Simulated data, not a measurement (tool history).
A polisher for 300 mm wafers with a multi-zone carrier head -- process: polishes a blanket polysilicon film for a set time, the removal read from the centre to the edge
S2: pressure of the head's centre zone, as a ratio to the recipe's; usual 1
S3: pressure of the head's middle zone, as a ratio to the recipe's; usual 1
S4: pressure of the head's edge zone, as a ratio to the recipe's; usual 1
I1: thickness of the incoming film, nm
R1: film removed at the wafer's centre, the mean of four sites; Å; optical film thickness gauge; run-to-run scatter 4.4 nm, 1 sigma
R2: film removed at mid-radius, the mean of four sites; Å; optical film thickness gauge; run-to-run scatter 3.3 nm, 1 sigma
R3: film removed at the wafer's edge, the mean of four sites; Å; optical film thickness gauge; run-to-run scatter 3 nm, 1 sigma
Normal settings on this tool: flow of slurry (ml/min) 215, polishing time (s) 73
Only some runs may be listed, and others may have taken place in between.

Run 1, hour 0: usual settings; I1 1080.5. Result: R1 3392 Å, R2 3755 Å, R3 3665 Å.
Run 2, hour 23.9: usual settings; I1 1075. Result: R1 3341 Å, R2 3718 Å, R3 3655 Å.
At hour 60: centre zone pressure recalibrated.
At hour 84.2: edge zone pressure recalibrated.
Run 3, hour 85.4: usual settings; I1 1085.7. Result: R1 3572 Å, R2 3699 Å, R3 3634 Å.
Run 4, hour 112.9: usual settings; I1 1081.8. Result: R1 3636 Å, R2 3759 Å, R3 3575 Å.
At hour 136.6: worn pad replaced by a new one.
Run 5, hour 138.8: usual settings but S4 0.95; I1 1062.3. Result: R1 3735 Å, R2 3736 Å, R3 3560 Å.
Run 6, hour 151.3: usual settings but S4 0.95; I1 1082.5. Result: R1 3630 Å, R2 3713 Å, R3 3558 Å.
Run 7, hour 183: usual settings but S4 0.95; I1 1080.5. Result: R1 3654 Å, R2 3712 Å, R3 3570 Å.
At hour 194.9: slurry nozzle cleaned.
Run 8, hour 214.5: usual settings but S4 0.94; I1 1068. Result: R1 3601 Å, R2 3691 Å, R3 3511 Å.
Run 9, hour 239.1: usual settings but flow of slurry (ml/min) 170, S3 0.91, S4 0.88, polishing time (s) 53; I1 1083.9. Result: R1 2520 Å, R2 2411 Å, R3 2403 Å.
Run 10, hour 264.1: usual settings but flow of slurry (ml/min) 245, S2 1.05, S3 1.1, S4 0.92; I1 1076.1. Result: R1 3851 Å, R2 4026 Å, R3 3507 Å.
At hour 317.8: worn pad replaced by a new one.
Run 11, hour 356: usual settings but flow of slurry (ml/min) 190; I1 1096.4. Result: R1 3523 Å, R2 3613 Å, R3 3522 Å.
Run 12, hour 391.3: usual settings but S4 0.88; I1 1093.2. Result: R1 3569 Å, R2 3713 Å, R3 3409 Å.
At hour 405: carrier head's membrane replaced by a new one.
Run 13, hour 409: usual settings but S2 1.11, S3 0.94, S4 1.05, polishing time (s) 59; I1 1094.5. Result: R1 3242 Å, R2 2869 Å, R3 3031 Å.
At hour 417: slurry nozzle cleaned.
Run 14, hour 431.6: usual settings; I1 1075.5. Result: R1 3555 Å, R2 3738 Å, R3 3678 Å.
Run 15, hour 446.1: usual settings but flow of slurry (ml/min) 145, S2 0.93, S3 0.9, S4 0.92; I1 1075.1. Result: R1 3093 Å, R2 3177 Å, R3 3328 Å.
Run 16, hour 493.4: usual settings but S3 0.93; I1 1096.2. Result: R1 3637 Å, R2 3452 Å, R3 3663 Å.
Run 17, hour 510.4: usual settings but flow of slurry (ml/min) 265, S4 1.04, polishing time (s) 88; I1 1087. Result: R1 4371 Å, R2 4623 Å, R3 4559 Å.
At hour 521.2: worn pad replaced by a new one.
Run 18, hour 530.2: usual settings; I1 1086.6. Result: R1 3552 Å, R2 3733 Å, R3 3670 Å.
Run 19, hour 545.8: usual settings; I1 1085.3. Result: R1 3546 Å, R2 3772 Å, R3 3625 Å.
Run 20, hour 579.7: usual settings but S2 1.11; I1 1074.9. Result: R1 3911 Å, R2 3724 Å, R3 3677 Å.
Run 21, hour 593: usual settings but flow of slurry (ml/min) 170, S3 0.91, S4 0.88, polishing time (s) 53; I1 1067.9. Result: R1 2437 Å, R2 2405 Å, R3 2414 Å.
Run 22, hour 622.1: usual settings but S3 1.07, S4 1.06; I1 1063.8. Result: R1 3533 Å, R2 3901 Å, R3 3779 Å.

What if the next run were any one of these 4? Each begins from the tool's condition after run 22:
Run A, hour 622.5: usual settings; I1 1078.4. Result: R1 ?, R2 ?, R3 ?.
Run B, hour 622.5: usual settings but S2 0.94, S4 0.89; I1 1078.4. Result: R1 ?, R2 ?, R3 ?.
Run C, hour 622.5: usual settings but S2 0.97; I1 1078.4. Result: R1 ?, R2 ?, R3 ?.
Run D, hour 622.5: usual settings but flow of slurry (ml/min) 175, S3 1.1, polishing time (s) 87; I1 1078.4. Result: R1 ?, R2 ?, R3 ?.

run    R1    R2    R3
  A  3479  3703  3622
  B  3267  3705  3450
  C  3373  3704  3622
  D  3991  4578  4203
With the hidden condition removed and each run's random variation left untouched, the same runs would have given:
run    R1    R2    R3
  A  3662  3703  3622
  B  3441  3704  3450
  C  3551  3703  3622
  D  4202  4577  4203
